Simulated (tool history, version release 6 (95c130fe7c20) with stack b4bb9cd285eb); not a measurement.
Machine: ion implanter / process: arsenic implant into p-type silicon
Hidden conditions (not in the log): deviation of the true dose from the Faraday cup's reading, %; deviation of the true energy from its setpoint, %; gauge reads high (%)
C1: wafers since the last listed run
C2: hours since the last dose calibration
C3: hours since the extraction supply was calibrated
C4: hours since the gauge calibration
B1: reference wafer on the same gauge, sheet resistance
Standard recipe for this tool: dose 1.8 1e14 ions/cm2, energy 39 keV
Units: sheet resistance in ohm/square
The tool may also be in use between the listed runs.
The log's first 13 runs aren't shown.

run 14 hour=1253.9 | dose=2.19 energy=49.5 | C1=789 C2=114.3 C3=6603.4 C4=4456.2 | B1=449.93 | sheet_resistance=357
-- hour=1266.1 gauge calibrated
run 15 hour=1307.2 | dose=1.8 energy=39 | C1=945 C2=167.6 C3=6656.7 C4=41.1 | B1=449.98 | sheet_resistance=425.64
run 16 hour=1359.8 | dose=1.45 energy=33.5 | C1=933 C2=220.2 C3=6709.3 C4=93.7 | B1=450.17 | sheet_resistance=508.79
run 17 hour=1447.7 | dose=1.8 energy=39 | C1=1559 C2=308.1 C3=6797.2 C4=181.6 | B1=450.05 | sheet_resistance=425.27
run 18 hour=1541.3 | dose=1.61 energy=33.5 | C1=1660 C2=401.7 C3=6890.8 C4=275.2 | B1=449.87 | sheet_resistance=473.12
run 19 hour=1582.8 | dose=2.1 energy=51.5 | C1=736 C2=443.2 C3=6932.3 C4=316.7 | B1=450.01 | sheet_resistance=364.97
run 20 hour=1639.8 | dose=1.8 energy=39 | C1=1011 C2=500.2 C3=6989.3 C4=373.7 | B1=449.87 | sheet_resistance=424.88
run 21 hour=1722.7 | dose=2.33 energy=39 | C1=1470 C2=583.1 C3=7072.2 C4=456.6 | B1=449.85 | sheet_resistance=352.08
run 22 hour=1824.2 | dose=1.8 energy=39 | C1=1800 C2=684.6 C3=7173.7 C4=558.1 | B1=450.01 | sheet_resistance=425.18
-- hour=1904.5 extraction supply calibrated
run 23 hour=1919.8 | dose=2.2 energy=33 | C1=1553 C2=780.2 C3=15.3 C4=653.7 | B1=450 | sheet_resistance=377.12
run 24 hour=1992.2 | dose=1.47 energy=32.5 | C1=1284 C2=852.6 C3=87.7 C4=726.1 | B1=450.21 | sheet_resistance=507.01
run 25 hour=2054.9 | dose=1.8 energy=39 | C1=1112 C2=915.3 C3=150.4 C4=788.8 | B1=449.97 | sheet_resistance=424.93
run 26 hour=2108.4 | dose=2.33 energy=31.5 | C1=948 C2=968.8 C3=203.9 C4=842.3 | B1=450.05 | sheet_resistance=363.22
run 27 hour=2284.8 | dose=1.8 energy=39 | C1=3128 C2=1145.2 C3=380.3 C4=1018.7 | B1=449.86 | sheet_resistance=424.31
run 28 hour=2322.6 | dose=1.95 energy=39 | C1=670 C2=1183 C3=418.1 C4=1056.5 | B1=450.01 | sheet_resistance=400.57
run 29 hour=2360.3 | dose=1.29 energy=43 | C1=668 C2=1220.7 C3=455.8 C4=1094.2 | B1=450.05 | sheet_resistance=525.68
run 30 hour=2463.4 | dose=2.13 energy=27 | C1=1828 C2=1323.8 C3=558.9 C4=1197.3 | B1=450.13 | sheet_resistance=396.78
run 31 hour=2553 | dose=1.8 energy=39 | C1=1589 C2=1413.4 C3=648.5 C4=1286.9 | B1=449.99 | sheet_resistance=423.39
run 32 hour=2591.9 | dose=1.8 energy=39 | C1=690 C2=1452.3 C3=687.4 C4=1325.8 | B1=450.17 | sheet_resistance=421.86
run 33 hour=2656.2 | dose=1.8 energy=46.5 | C1=1140 C2=1516.6 C3=751.7 C4=1390.1 | B1=450.27 | sheet_resistance=410.75
run 34 hour=2722.4 | dose=1.8 energy=39 | C1=1174 C2=1582.8 C3=817.9 C4=1456.3 | B1=449.94 | sheet_resistance=423.91
run 35 hour=2762.3 | dose=1.51 energy=49.5 | C1=707 C2=1622.7 C3=857.8 C4=1496.2 | B1=449.96 | sheet_resistance=459.55
run 36 hour=2855.2 | dose=2.21 energy=42.5 | C1=1647 C2=1715.6 C3=950.7 C4=1589.1 | B1=450.01 | sheet_resistance=359.93
run 37 hour=2917.4 | dose=1.4 energy=29.5 | C1=1103 C2=1777.8 C3=1012.9 C4=1651.3 | B1=449.97 | sheet_resistance=527.8

4 ways to go on from here, each from the tool as it stands after run 37. What would each give?
run A hour=2917.8 | dose=1.8 energy=39 | C1=7 C2=1778.2 C3=1013.3 C4=1651.7 | B1=? | sheet_resistance=?
run B hour=2917.8 | dose=2.13 energy=49 | C1=7 C2=1778.2 C3=1013.3 C4=1651.7 | B1=? | sheet_resistance=?
run C hour=2917.8 | dose=1.59 energy=50.5 | C1=7 C2=1778.2 C3=1013.3 C4=1651.7 | B1=? | sheet_resistance=?
run D hour=2917.8 | dose=1.8 energy=45 | C1=7 C2=1778.2 C3=1013.3 C4=1651.7 | B1=? | sheet_resistance=?

run=A B1=450.27 sheet_resistance=421.47
run=B B1=450.27 sheet_resistance=360.36
run=C B1=450.27 sheet_resistance=440.58
run=D B1=450.27 sheet_resistance=411.81
Take away the tool's hidden state, keep each run's random variation, and the runs would have read:
run=A sheet_resistance=425.64
run=B sheet_resistance=363.94
run=C sheet_resistance=444.79
run=D sheet_resistance=415.85
